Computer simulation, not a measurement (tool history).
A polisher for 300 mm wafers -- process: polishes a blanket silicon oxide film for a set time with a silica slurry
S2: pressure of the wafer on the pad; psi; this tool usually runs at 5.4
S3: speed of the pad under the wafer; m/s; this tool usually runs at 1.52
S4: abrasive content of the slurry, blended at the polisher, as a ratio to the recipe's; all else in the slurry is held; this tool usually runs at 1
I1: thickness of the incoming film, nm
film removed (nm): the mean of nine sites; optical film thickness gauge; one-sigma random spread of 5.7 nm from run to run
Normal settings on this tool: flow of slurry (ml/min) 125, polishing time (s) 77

{"run": 1, "hour": 0.0, "flow of slurry (ml/min)": 125, "S2": 5.4, "S3": 1.52, "S4": 1, "polishing time (s)": 77, "I1": 1726.6, "film removed (nm)": 422.7}
{"run": 2, "hour": 43.5, "flow of slurry (ml/min)": 125, "S2": 5.4, "S3": 1.52, "S4": 1, "polishing time (s)": 77, "I1": 1745.5, "film removed (nm)": 421.9}
{"run": 3, "hour": 137.1, "flow of slurry (ml/min)": 125, "S2": 5.4, "S3": 1.52, "S4": 1, "polishing time (s)": 77, "I1": 1721.3, "film removed (nm)": 407.5}
{"hour": 210.3, "done": "worn pad replaced by a new one"}
{"run": 4, "hour": 215.0, "flow of slurry (ml/min)": 125, "S2": 5.4, "S3": 1.78, "S4": 1, "polishing time (s)": 77, "I1": 1719.8, "film removed (nm)": 438.3}
{"hour": 260.3, "done": "slurry nozzle cleaned"}
{"hour": 287.2, "done": "slurry blender recalibrated"}
{"hour": 287.4, "done": "conditioning disc replaced and pad reconditioned"}
{"run": 5, "hour": 306.0, "flow of slurry (ml/min)": 125, "S2": 5.4, "S3": 1.78, "S4": 1, "polishing time (s)": 77, "I1": 1731.1, "film removed (nm)": 484.6}
{"run": 6, "hour": 351.4, "flow of slurry (ml/min)": 125, "S2": 5.4, "S3": 1.52, "S4": 1, "polishing time (s)": 77, "I1": 1703.8, "film removed (nm)": 429.6}
{"run": 7, "hour": 407.8, "flow of slurry (ml/min)": 125, "S2": 5.4, "S3": 1.52, "S4": 1, "polishing time (s)": 77, "I1": 1725.9, "film removed (nm)": 436.3}
{"run": 8, "hour": 468.0, "flow of slurry (ml/min)": 125, "S2": 5.4, "S3": 1.52, "S4": 1, "polishing time (s)": 77, "I1": 1745.3, "film removed (nm)": 436.2}
{"hour": 470.5, "done": "head pressure recalibrated"}
{"hour": 546.8, "done": "worn pad replaced by a new one"}
{"run": 9, "hour": 547.3, "flow of slurry (ml/min)": 125, "S2": 5.4, "S3": 1.52, "S4": 1, "polishing time (s)": 77, "I1": 1738.4, "film removed (nm)": 425.1}
{"run": 10, "hour": 629.3, "flow of slurry (ml/min)": 125, "S2": 6.2, "S3": 1.52, "S4": 1, "polishing time (s)": 77, "I1": 1750.6, "film removed (nm)": 486.9}
{"hour": 672.4, "done": "slurry blender recalibrated"}
{"run": 11, "hour": 694.5, "flow of slurry (ml/min)": 125, "S2": 5.4, "S3": 1.52, "S4": 1, "polishing time (s)": 77, "I1": 1746.6, "film removed (nm)": 412.9}
{"run": 12, "hour": 758.2, "flow of slurry (ml/min)": 125, "S2": 5.4, "S3": 1.24, "S4": 1.2, "polishing time (s)": 77, "I1": 1699.5, "film removed (nm)": 386.8}
{"hour": 793.2, "done": "conditioning disc replaced and pad reconditioned"}
{"run": 13, "hour": 821.5, "flow of slurry (ml/min)": 125, "S2": 5.4, "S3": 1.52, "S4": 1, "polishing time (s)": 77, "I1": 1734.9, "film removed (nm)": 396.8}
{"run": 14, "hour": 899.5, "flow of slurry (ml/min)": 125, "S2": 5.4, "S3": 1.3, "S4": 1, "polishing time (s)": 94, "I1": 1721.2, "film removed (nm)": 411.4}
{"hour": 933.7, "done": "worn pad replaced by a new one"}
{"hour": 988.3, "done": "slurry nozzle cleaned"}
{"hour": 1040.7, "done": "head pressure recalibrated"}
{"hour": 1040.8, "done": "slurry blender recalibrated"}
{"run": 15, "hour": 1124.7, "flow of slurry (ml/min)": 165, "S2": 5.4, "S3": 1.98, "S4": 1, "polishing time (s)": 77, "I1": 1711.3, "film removed (nm)": 560}
{"run": 16, "hour": 1222.4, "flow of slurry (ml/min)": 125, "S2": 5.4, "S3": 1.52, "S4": 1, "polishing time (s)": 77, "I1": 1711.7, "film removed (nm)": 451.5}
{"hour": 1317.0, "done": "worn pad replaced by a new one"}
{"run": 17, "hour": 1321.6, "flow of slurry (ml/min)": 125, "S2": 4, "S3": 1.02, "S4": 0.85, "polishing time (s)": 97, "I1": 1752.5, "film removed (nm)": 306.9}
{"run": 18, "hour": 1363.7, "flow of slurry (ml/min)": 125, "S2": 5.4, "S3": 1.52, "S4": 1, "polishing time (s)": 77, "I1": 1720.6, "film removed (nm)": 432.8}
{"hour": 1397.2, "done": "conditioning disc replaced and pad reconditioned"}
{"hour": 1410.9, "done": "slurry blender recalibrated"}
{"run": 19, "hour": 1425.8, "flow of slurry (ml/min)": 125, "S2": 5.4, "S3": 1.52, "S4": 1, "polishing time (s)": 77, "I1": 1746, "film removed (nm)": 425.4}
{"run": 20, "hour": 1487.0, "flow of slurry (ml/min)": 90, "S2": 4.3, "S3": 1.02, "S4": 1.1, "polishing time (s)": 77, "I1": 1726.2, "film removed (nm)": 253.1}
{"run": 21, "hour": 1549.8, "flow of slurry (ml/min)": 135, "S2": 5.4, "S3": 1.52, "S4": 1, "polishing time (s)": 77, "I1": 1752.3, "film removed (nm)": 411.4}
{"hour": 1589.3, "done": "head pressure recalibrated"}
{"hour": 1634.3, "done": "slurry nozzle cleaned"}
{"hour": 1645.1, "done": "worn pad replaced by a new one"}
{"run": 22, "hour": 1645.6, "flow of slurry (ml/min)": 140, "S2": 5.4, "S3": 1.52, "S4": 1, "polishing time (s)": 77, "I1": 1738.5, "film removed (nm)": 448.9}
{"hour": 1712.6, "done": "slurry blender recalibrated"}
{"run": 23, "hour": 1738.7, "flow of slurry (ml/min)": 125, "S2": 5.4, "S3": 1.52, "S4": 1, "polishing time (s)": 77, "I1": 1751.3, "film removed (nm)": 433.9}

What if the next run were any one of these 5? Each begins from the tool's condition after run 23:
{"run": "A", "hour": 1739.2, "flow of slurry (ml/min)": 125, "S2": 5.4, "S3": 1.52, "S4": 1, "polishing time (s)": 51, "I1": 1728.4, "film removed (nm)": "?"}
{"run": "B", "hour": 1739.2, "flow of slurry (ml/min)": 125, "S2": 3.7, "S3": 1.52, "S4": 1, "polishing time (s)": 77, "I1": 1728.4, "film removed (nm)": "?"}
{"run": "C", "hour": 1739.2, "flow of slurry (ml/min)": 100, "S2": 5.4, "S3": 1.52, "S4": 1, "polishing time (s)": 96, "I1": 1728.4, "film removed (nm)": "?"}
{"run": "D", "hour": 1739.2, "flow of slurry (ml/min)": 140, "S2": 4.4, "S3": 1.16, "S4": 1.15, "polishing time (s)": 77, "I1": 1728.4, "film removed (nm)": "?"}
{"run": "E", "hour": 1739.2, "flow of slurry (ml/min)": 125, "S2": 5.4, "S3": 1.04, "S4": 0.7, "polishing time (s)": 77, "I1": 1728.4, "film removed (nm)": "?"}

run=A film_removed_(nm)=297.8
run=B film_removed_(nm)=314.2
run=C film_removed_(nm)=530
run=D film_removed_(nm)=336.1
run=E film_removed_(nm)=308.1
Without the tool's unlogged condition, the same runs would have read:
run=A film_removed_(nm)=301.8
run=B film_removed_(nm)=318.4
run=C film_removed_(nm)=538.8
run=D film_removed_(nm)=340.1
run=E film_removed_(nm)=312.3
